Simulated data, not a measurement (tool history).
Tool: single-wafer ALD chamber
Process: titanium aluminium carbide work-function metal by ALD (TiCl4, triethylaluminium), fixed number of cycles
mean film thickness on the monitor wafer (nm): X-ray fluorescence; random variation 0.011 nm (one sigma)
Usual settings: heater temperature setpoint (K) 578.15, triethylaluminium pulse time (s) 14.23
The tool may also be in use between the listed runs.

run,hour,heater temperature setpoint (K),triethylaluminium pulse time (s),wafers since the last listed run,hours since the last thermocouple change,hours since the last triethylaluminium bottle change,hours since the showerhead was replaced,hours since the gauge calibration,"read-back reference wafer on the same gauge, thickness_nm",mean film thickness on the monitor wafer (nm)
1,0.0,578.15,14.23,0,2490.2,1552.5,2829.2,446.4,1.984,2.068
2,28.4,578.15,14.23,334,2518.6,1580.9,2857.6,474.8,1.984,2.069
3,45.3,578.15,14.23,198,2535.5,1597.8,2874.5,491.7,1.980,2.090
4,72.5,578.15,14.23,320,2562.7,1625.0,2901.7,518.9,1.978,2.065
5,104.7,578.15,10.48,379,2594.9,1657.2,2933.9,551.1,1.977,2.035
6,128.5,578.15,10.48,280,2618.7,1681.0,2957.7,574.9,1.976,2.042
7,155.9,578.15,14.23,322,2646.1,1708.4,2985.1,602.3,1.970,2.061
8,171.1,578.15,14.23,178,2661.3,1723.6,3000.3,617.5,1.969,2.072
9,206.3,578.15,14.23,414,2696.5,1758.8,3035.5,652.7,1.968,2.053
10,231.6,587.15,10.59,297,2721.8,1784.1,3060.8,678.0,1.965,2.105
11,249.6,568.15,12.04,211,2739.8,1802.1,3078.8,696.0,1.963,1.932
12,269.0,590.15,18.28,228,2759.2,1821.5,3098.2,715.4,1.961,2.178
# hour 287.4: triethylaluminium bottle replaced
13,291.2,578.15,14.23,167,2781.4,3.8,3120.4,737.6,1.959,2.034
14,306.6,578.15,14.23,181,2796.8,19.2,3135.8,753.0,1.957,2.036
# hour 328.7: thermocouple changed; heater temperature recalibrated
15,329.2,585.15,8.90,171,0.5,41.8,3158.4,775.6,1.955,2.048
16,347.6,582.15,9.55,216,18.9,60.2,3176.8,794.0,1.952,2.028
17,361.6,587.15,12.42,164,32.9,74.2,3190.8,808.0,1.949,2.116
18,380.0,566.15,18.38,216,51.3,92.6,3209.2,826.4,1.947,1.937
19,407.1,571.15,16.82,319,78.4,119.7,3236.3,853.5,1.945,1.973
# hour 424.7: showerhead replaced
20,428.9,578.15,16.08,162,100.2,141.5,4.2,875.3,1.941,2.055
21,447.7,578.15,14.23,221,119.0,160.3,23.0,894.1,1.939,2.027
22,486.5,578.15,9.04,456,157.8,199.1,61.8,932.9,1.935,1.983
23,508.1,569.15,17.69,254,179.4,220.7,83.4,954.5,1.931,1.952
24,526.8,593.15,9.69,220,198.1,239.4,102.1,973.2,1.928,2.111
# hour 541.7: gauge calibrated
25,562.7,578.15,14.23,422,234.0,275.3,138.0,21.0,1.987,2.082
26,595.5,589.15,9.48,386,266.8,308.1,170.8,53.8,1.986,2.125
27,631.5,583.15,17.51,423,302.8,344.1,206.8,89.8,1.985,2.136
28,655.8,571.15,16.82,286,327.1,368.4,231.1,114.1,1.986,2.025
29,686.8,570.15,14.23,365,358.1,399.4,262.1,145.1,1.985,2.010
30,701.9,564.15,17.70,177,373.2,414.5,277.2,160.2,1.988,1.943
31,714.6,573.15,18.69,149,385.9,427.2,289.9,172.9,1.986,2.021
32,734.5,578.15,14.23,234,405.8,447.1,309.8,192.8,1.984,2.056
33,762.4,578.15,14.23,328,433.7,475.0,337.7,220.7,1.985,2.075

Some steps in mean film thickness on the monitor wafer (nm) between neighbouring runs. How much of each would the tool show without its hidden state too (settings, what came in, random variation), and how much is left for the hidden state, with any gauge scatter that isn't in both results?
The hidden state here: wafer temperature above the value expected at the setpoint (K); triethylaluminium dose above that of a fresh bottle (%); gauge reads high (%).
Run 10 -> 11: heater temperature setpoint (K) 587.15 -> 568.15, triethylaluminium pulse time (s) 10.59 -> 12.04. mean film thickness on the monitor wafer (nm) -0.173: hidden state +0.001, all else -0.174.
Run 11 -> 12: heater temperature setpoint (K) 568.15 -> 590.15, triethylaluminium pulse time (s) 12.04 -> 18.28. mean film thickness on the monitor wafer (nm) +0.246: hidden state -0.006, all else +0.252.
Run 17 -> 18: heater temperature setpoint (K) 587.15 -> 566.15, triethylaluminium pulse time (s) 12.42 -> 18.38. mean film thickness on the monitor wafer (nm) -0.179: hidden state +0.002, all else -0.181.
Run 23 -> 24: heater temperature setpoint (K) 569.15 -> 593.15, triethylaluminium pulse time (s) 17.69 -> 9.69. mean film thickness on the monitor wafer (nm) +0.159: hidden state -0.007, all else +0.166.
Run 24 -> 25: heater temperature setpoint (K) 593.15 -> 578.15, triethylaluminium pulse time (s) 9.69 -> 14.23, gauge calibrated. mean film thickness on the monitor wafer (nm) -0.029: hidden state +0.065, all else -0.094.

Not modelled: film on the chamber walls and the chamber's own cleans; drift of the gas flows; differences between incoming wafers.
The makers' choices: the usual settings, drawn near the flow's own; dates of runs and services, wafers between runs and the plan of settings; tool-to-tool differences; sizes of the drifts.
